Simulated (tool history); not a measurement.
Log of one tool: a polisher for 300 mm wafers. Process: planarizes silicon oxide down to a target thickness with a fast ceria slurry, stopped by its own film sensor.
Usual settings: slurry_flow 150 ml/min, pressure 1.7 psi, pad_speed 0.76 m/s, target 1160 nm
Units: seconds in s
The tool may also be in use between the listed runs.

run	day	slurry_flow	pressure	pad_speed	target	incoming thickness of the incoming film, nm	seconds
1	0.000	150	1.7	0.76	1160	1861.7	114.4
# day 1.029: head pressure recalibrated
2	4.238	150	1.7	0.76	1160	1856.6	112.0
3	8.533	150	1.7	0.76	1160	1831.6	110.4
4	12.667	150	1.7	0.76	1160	1854.3	112.2
# day 19.521: worn pad replaced by a new one
# day 23.950: slurry nozzle cleaned
5	24.592	150	1.7	0.76	1215	1805.2	86.0
6	27.483	150	1.7	0.76	1215	1854.3	94.5
7	30.871	150	1.7	0.76	1215	1813.4	88.2
8	33.958	150	1.7	0.76	1160	1826.9	100.4
9	36.096	150	1.7	0.76	1160	1858.5	106.0
10	38.329	150	1.7	0.76	1160	1813.5	99.5
11	42.133	150	1.7	0.76	1160	1855.9	110.0
12	45.329	150	1.7	0.76	1160	1843.7	105.9
# day 47.746: worn pad replaced by a new one, of another model than before
13	49.721	150	1.7	0.76	1160	1840.2	94.9
# day 52.117: head pressure recalibrated
14	52.246	120	2.0	0.76	1160	1842.8	91.2
15	53.933	110	2.2	0.76	982	1845.9	105.3
# day 54.592: slurry nozzle cleaned
16	55.829	130	1.2	0.76	971	1843.9	162.3
17	59.233	105	1.7	0.60	1234	1829.9	109.5
18	61.271	150	1.7	0.76	1160	1804.1	99.0
19	64.733	150	1.7	0.76	1160	1815.3	101.8
20	68.308	150	1.7	0.76	1160	1856.5	108.2
21	69.983	115	1.9	0.90	967	1877.1	117.1
22	72.458	195	1.9	0.82	980	1840.2	114.9
23	76.488	120	1.7	0.76	1160	1849.1	112.2
# day 76.929: worn pad replaced by a new one
24	80.496	150	2.3	0.76	1160	1841.7	76.8
25	83.271	150	1.7	0.60	1318	1835.0	89.2
# day 86.075: slurry nozzle cleaned
26	86.667	135	1.7	0.76	1160	1815.2	96.8
27	90.700	150	1.7	0.76	1091	1823.3	109.9
28	94.904	150	1.7	0.76	1160	1823.7	104.3
29	98.692	150	1.4	0.50	1160	1802.3	150.1
30	102.100	150	1.1	0.86	1160	1855.7	132.8
31	105.142	150	1.7	0.76	1160	1834.5	105.7
32	107.075	150	1.7	0.60	1318	1845.1	96.0
# day 110.225: worn pad replaced by a new one
33	110.542	150	1.7	0.76	1160	1844.7	96.9
# day 111.742: head pressure recalibrated
34	112.588	150	1.7	0.76	1017	1827.4	112.4
# day 113.383: slurry nozzle cleaned
35	114.117	150	2.3	0.54	1277	1804.4	76.1

Some steps in seconds between neighbouring runs. How much of each would the tool show without its hidden state too (settings, what came in, random variation), and how much is left for the hidden state, with any gauge scatter that isn't in both results?
The hidden state here: removal rate lost through wear of the pad, %; slurry flow missing at the pad, %; deviation of the head's pressure from its setpoint, %.
Run 4 -> 5: target 1160 -> 1215, worn pad replaced by a new one, slurry nozzle cleaned. seconds -26.2 s: hidden state -12.1, all else -14.1.
Run 15 -> 16: slurry_flow 110 -> 130, pressure 2.2 -> 1.2, target 982 -> 971, slurry nozzle cleaned. seconds +57.0 s: hidden state +5.5, all else +51.5.
Run 16 -> 17: slurry_flow 130 -> 105, pressure 1.2 -> 1.7, pad_speed 0.76 -> 0.60, target 971 -> 1234. seconds -52.8 s: hidden state -2.2, all else -50.6.
Run 23 -> 24: slurry_flow 120 -> 150, pressure 1.7 -> 2.3, worn pad replaced by a new one. seconds -35.4 s: hidden state -11.1, all else -24.3.
Run 28 -> 29: pressure 1.7 -> 1.4, pad_speed 0.76 -> 0.50. seconds +45.8 s: hidden state +5.9, all else +39.9.
Run 32 -> 33: pad_speed 0.60 -> 0.76, target 1318 -> 1160, worn pad replaced by a new one. seconds +0.9 s: hidden state -10.5, all else +11.4.

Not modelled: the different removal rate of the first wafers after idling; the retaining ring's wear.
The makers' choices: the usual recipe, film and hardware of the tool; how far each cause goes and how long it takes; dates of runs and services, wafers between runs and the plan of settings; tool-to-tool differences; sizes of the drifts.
